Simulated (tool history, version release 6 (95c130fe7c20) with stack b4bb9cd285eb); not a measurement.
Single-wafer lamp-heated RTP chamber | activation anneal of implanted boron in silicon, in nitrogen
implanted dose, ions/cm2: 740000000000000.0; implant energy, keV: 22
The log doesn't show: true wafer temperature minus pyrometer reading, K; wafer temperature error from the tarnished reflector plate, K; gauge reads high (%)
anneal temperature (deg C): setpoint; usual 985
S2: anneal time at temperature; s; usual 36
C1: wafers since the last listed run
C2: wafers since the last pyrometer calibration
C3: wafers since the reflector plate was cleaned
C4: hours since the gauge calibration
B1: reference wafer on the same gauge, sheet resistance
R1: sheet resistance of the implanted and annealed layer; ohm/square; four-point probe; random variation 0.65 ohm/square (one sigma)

run 1 hour=0.0 | anneal_temperature_(deg_C)=985 S2=36 | C1=0 C2=2721 C3=18 C4=478.8 | B1=191.13 | R1=163.70
run 2 hour=29.5 | anneal_temperature_(deg_C)=985 S2=36 | C1=478 C2=3200 C3=497 C4=508.3 | B1=191.07 | R1=161.98
run 3 hour=64.7 | anneal_temperature_(deg_C)=985 S2=28 | C1=571 C2=3771 C3=1069 C4=543.5 | B1=190.97 | R1=162.71
run 4 hour=81.3 | anneal_temperature_(deg_C)=985 S2=28 | C1=269 C2=4041 C3=1338 C4=560.1 | B1=191.01 | R1=163.13
run 5 hour=106.3 | anneal_temperature_(deg_C)=985 S2=28 | C1=405 C2=4447 C3=1744 C4=585.1 | B1=191.02 | R1=162.65
run 6 hour=133.0 | anneal_temperature_(deg_C)=985 S2=36 | C1=433 C2=4880 C3=2177 C4=611.8 | B1=191.13 | R1=161.71
run 7 hour=145.9 | anneal_temperature_(deg_C)=985 S2=36 | C1=209 C2=5089 C3=2387 C4=624.7 | B1=191.01 | R1=162.31
run 8 hour=169.0 | anneal_temperature_(deg_C)=985 S2=36 | C1=374 C2=5464 C3=2762 C4=647.8 | B1=190.84 | R1=161.52
run 9 hour=196.6 | anneal_temperature_(deg_C)=985 S2=36 | C1=448 C2=5912 C3=3210 C4=675.4 | B1=191.03 | R1=160.62
-- hour=207.8 gauge calibrated
run 10 hour=212.8 | anneal_temperature_(deg_C)=985 S2=36 | C1=262 C2=6175 C3=3473 C4=5.0 | B1=190.96 | R1=161.44
run 11 hour=236.1 | anneal_temperature_(deg_C)=985 S2=36 | C1=378 C2=6554 C3=3851 C4=28.3 | B1=190.95 | R1=160.78
run 12 hour=264.9 | anneal_temperature_(deg_C)=985 S2=36 | C1=467 C2=7021 C3=4318 C4=57.1 | B1=190.99 | R1=159.93
run 13 hour=289.9 | anneal_temperature_(deg_C)=995 S2=36 | C1=405 C2=7427 C3=4724 C4=82.1 | B1=191.06 | R1=158.69
-- hour=321.5 pyrometer window cleaned and pyrometer calibrated
run 14 hour=322.0 | anneal_temperature_(deg_C)=996 S2=47 | C1=391 C2=7 C3=5116 C4=114.2 | B1=191.06 | R1=160.44
run 15 hour=340.4 | anneal_temperature_(deg_C)=996 S2=47 | C1=298 C2=306 C3=5414 C4=132.6 | B1=191.05 | R1=158.75
run 16 hour=356.1 | anneal_temperature_(deg_C)=996 S2=47 | C1=254 C2=561 C3=5669 C4=148.3 | B1=190.97 | R1=158.95
run 17 hour=372.1 | anneal_temperature_(deg_C)=985 S2=36 | C1=259 C2=821 C3=5929 C4=164.3 | B1=191.13 | R1=162.47
run 18 hour=398.5 | anneal_temperature_(deg_C)=985 S2=51 | C1=428 C2=1249 C3=6357 C4=190.7 | B1=191.06 | R1=160.86
run 19 hour=427.2 | anneal_temperature_(deg_C)=994 S2=53 | C1=465 C2=1715 C3=6823 C4=219.4 | B1=190.96 | R1=158.70
run 20 hour=446.9 | anneal_temperature_(deg_C)=1008 S2=47 | C1=319 C2=2035 C3=7143 C4=239.1 | B1=190.99 | R1=156.27
run 21 hour=476.2 | anneal_temperature_(deg_C)=961 S2=57 | C1=475 C2=2511 C3=7619 C4=268.4 | B1=190.94 | R1=170.87
-- hour=506.6 reflector plate cleaned
run 22 hour=510.0 | anneal_temperature_(deg_C)=985 S2=36 | C1=418 C2=2929 C3=55 C4=302.2 | B1=190.99 | R1=164.11
run 23 hour=535.1 | anneal_temperature_(deg_C)=1004 S2=47 | C1=407 C2=3337 C3=463 C4=327.3 | B1=190.93 | R1=157.24
run 24 hour=566.6 | anneal_temperature_(deg_C)=985 S2=36 | C1=511 C2=3848 C3=974 C4=358.8 | B1=191.05 | R1=161.76
run 25 hour=585.2 | anneal_temperature_(deg_C)=985 S2=36 | C1=301 C2=4150 C3=1276 C4=377.4 | B1=190.98 | R1=162.82
run 26 hour=600.7 | anneal_temperature_(deg_C)=960 S2=54 | C1=251 C2=4402 C3=1527 C4=392.9 | B1=191.06 | R1=173.22
run 27 hour=616.8 | anneal_temperature_(deg_C)=985 S2=27 | C1=261 C2=4663 C3=1789 C4=409.0 | B1=191.04 | R1=163.89
run 28 hour=644.1 | anneal_temperature_(deg_C)=1004 S2=36 | C1=443 C2=5106 C3=2232 C4=436.3 | B1=191.03 | R1=156.88
run 29 hour=678.9 | anneal_temperature_(deg_C)=985 S2=29 | C1=564 C2=5671 C3=2797 C4=471.1 | B1=191.00 | R1=161.90
run 30 hour=691.9 | anneal_temperature_(deg_C)=985 S2=50 | C1=211 C2=5882 C3=3008 C4=484.1 | B1=190.98 | R1=159.58
run 31 hour=715.8 | anneal_temperature_(deg_C)=1003 S2=18 | C1=387 C2=6270 C3=3396 C4=508.0 | B1=190.93 | R1=159.67
run 32 hour=741.8 | anneal_temperature_(deg_C)=985 S2=54 | C1=422 C2=6692 C3=3818 C4=534.0 | B1=191.08 | R1=159.49
run 33 hour=765.3 | anneal_temperature_(deg_C)=1011 S2=18 | C1=381 C2=7074 C3=4200 C4=557.5 | B1=190.89 | R1=158.04
-- hour=784.1 pyrometer window cleaned and pyrometer calibrated
run 34 hour=798.2 | anneal_temperature_(deg_C)=1006 S2=36 | C1=404 C2=229 C3=4604 C4=590.4 | B1=190.85 | R1=157.37
run 35 hour=821.5 | anneal_temperature_(deg_C)=994 S2=49 | C1=378 C2=607 C3=4982 C4=613.7 | B1=190.99 | R1=159.12
run 36 hour=846.1 | anneal_temperature_(deg_C)=985 S2=36 | C1=399 C2=1006 C3=5381 C4=638.3 | B1=190.97 | R1=162.75
-- hour=860.2 gauge calibrated
run 37 hour=869.4 | anneal_temperature_(deg_C)=968 S2=45 | C1=378 C2=1385 C3=5760 C4=9.2 | B1=191.01 | R1=167.76
run 38 hour=895.1 | anneal_temperature_(deg_C)=985 S2=36 | C1=417 C2=1802 C3=6177 C4=34.9 | B1=190.92 | R1=160.62

Hidden state or all else? Some run-to-run changes of R1, split into what the settings, what came in and random variation would give without the hidden state, and what is left for the hidden state (with any gauge scatter that isn't in both results):
Run 20 -> 21: anneal temperature (deg C) 1008 -> 961, S2 47 -> 57. R1 +14.60 ohm/square: hidden state -7.79, all else +22.39.
Run 21 -> 22: anneal temperature (deg C) 961 -> 985, S2 57 -> 36, reflector plate cleaned. R1 -6.76 ohm/square: hidden state +7.33, all else -14.09.
Run 25 -> 26: anneal temperature (deg C) 985 -> 960, S2 36 -> 54. R1 +10.40 ohm/square: hidden state -5.00, all else +15.40.
Run 26 -> 27: anneal temperature (deg C) 960 -> 985, S2 54 -> 27. R1 -9.33 ohm/square: hidden state +3.96, all else -13.29.
